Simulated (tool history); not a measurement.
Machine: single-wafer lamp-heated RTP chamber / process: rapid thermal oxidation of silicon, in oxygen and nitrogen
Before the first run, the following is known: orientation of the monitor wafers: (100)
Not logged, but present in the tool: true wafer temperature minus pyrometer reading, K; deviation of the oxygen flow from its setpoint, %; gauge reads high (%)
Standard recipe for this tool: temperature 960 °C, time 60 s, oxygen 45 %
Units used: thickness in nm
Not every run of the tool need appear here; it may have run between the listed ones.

run	hour	temperature	time	oxygen	wafers since the last listed run	wafers since the last pyrometer calibration	hours since the oxygen flow controller was replaced	hours since the gauge calibration	read-back reference wafer on the same gauge, thickness	thickness
1	0	960	60	45	0	890	2229.9	179.1	2.958	3.283
2	19.3	979	60	45	99	989	2249.2	198.4	2.957	3.698
3	46.4	960	60	61	140	1130	2276.3	225.5	2.954	3.571
4	72.6	960	60	61	135	1265	2302.5	251.7	2.954	3.579
5	91.2	981	60	39	96	1361	2321.1	270.3	2.951	3.593
6	116.6	981	60	39	131	1493	2346.5	295.7	2.948	3.58
7	165.5	981	60	39	252	1745	2395.4	344.6	2.948	3.586
8	192.5	960	60	67	139	1885	2422.4	371.6	2.941	3.659
9	205.4	960	60	67	66	1952	2435.3	384.5	2.941	3.622
10	238.2	960	60	67	169	2121	2468.1	417.3	2.941	3.647
11	257.3	960	60	45	98	2220	2487.2	436.4	2.939	3.265
12	272.9	974	43	58	80	2301	2502.8	452	2.933	3.37
13	291.8	981	60	39	97	2399	2521.7	470.9	2.93	3.542
14	319.3	948	74	45	142	2541	2549.2	498.4	2.925	3.266
15	345.2	933	50	32	133	2675	2575.1	524.3	2.92	2.522
16	360	981	60	39	76	2751	2589.9	539.1	2.92	3.548
17	393.1	980	60	65	171	2922	2623	572.2	2.913	4.111
# hour 405.9: oxygen flow controller replaced
18	445.2	978	60	75	228	3150	39.3	624.3	2.907	4.236
# hour 468.7: pyrometer window cleaned and pyrometer calibrated
19	469.2	983	60	45	82	2	63.3	648.3	2.901	3.727
# hour 480.8: gauge calibrated
20	545.8	933	34	33	396	398	139.9	65	2.955	2.373
21	565	984	85	33	99	497	159.1	84.2	2.962	3.998
22	583.5	960	60	45	95	593	177.6	102.7	2.961	3.279
23	609.9	945	71	37	136	730	204	129.1	2.96	3.044

5 ways to go on from here, each from the tool as it stands after run 23. What would each give?
A	610.4	960	60	45	2	732	204.5	129.6	?	?
B	610.4	990	72	36	2	732	204.5	129.6	?	?
C	610.4	960	60	73	2	732	204.5	129.6	?	?
D	610.4	937	88	45	2	732	204.5	129.6	?	?
E	610.4	973	60	17	2	732	204.5	129.6	?	?

run	read-back reference wafer on the same gauge, thickness	thickness
A	2.962	3.281
B	2.962	3.989
C	2.962	3.763
D	2.962	3.275
E	2.962	2.808
With the hidden condition removed and each run's random variation left untouched, the same runs would have given:
run	thickness
A	3.293
B	4.004
C	3.777
D	3.287
E	2.819
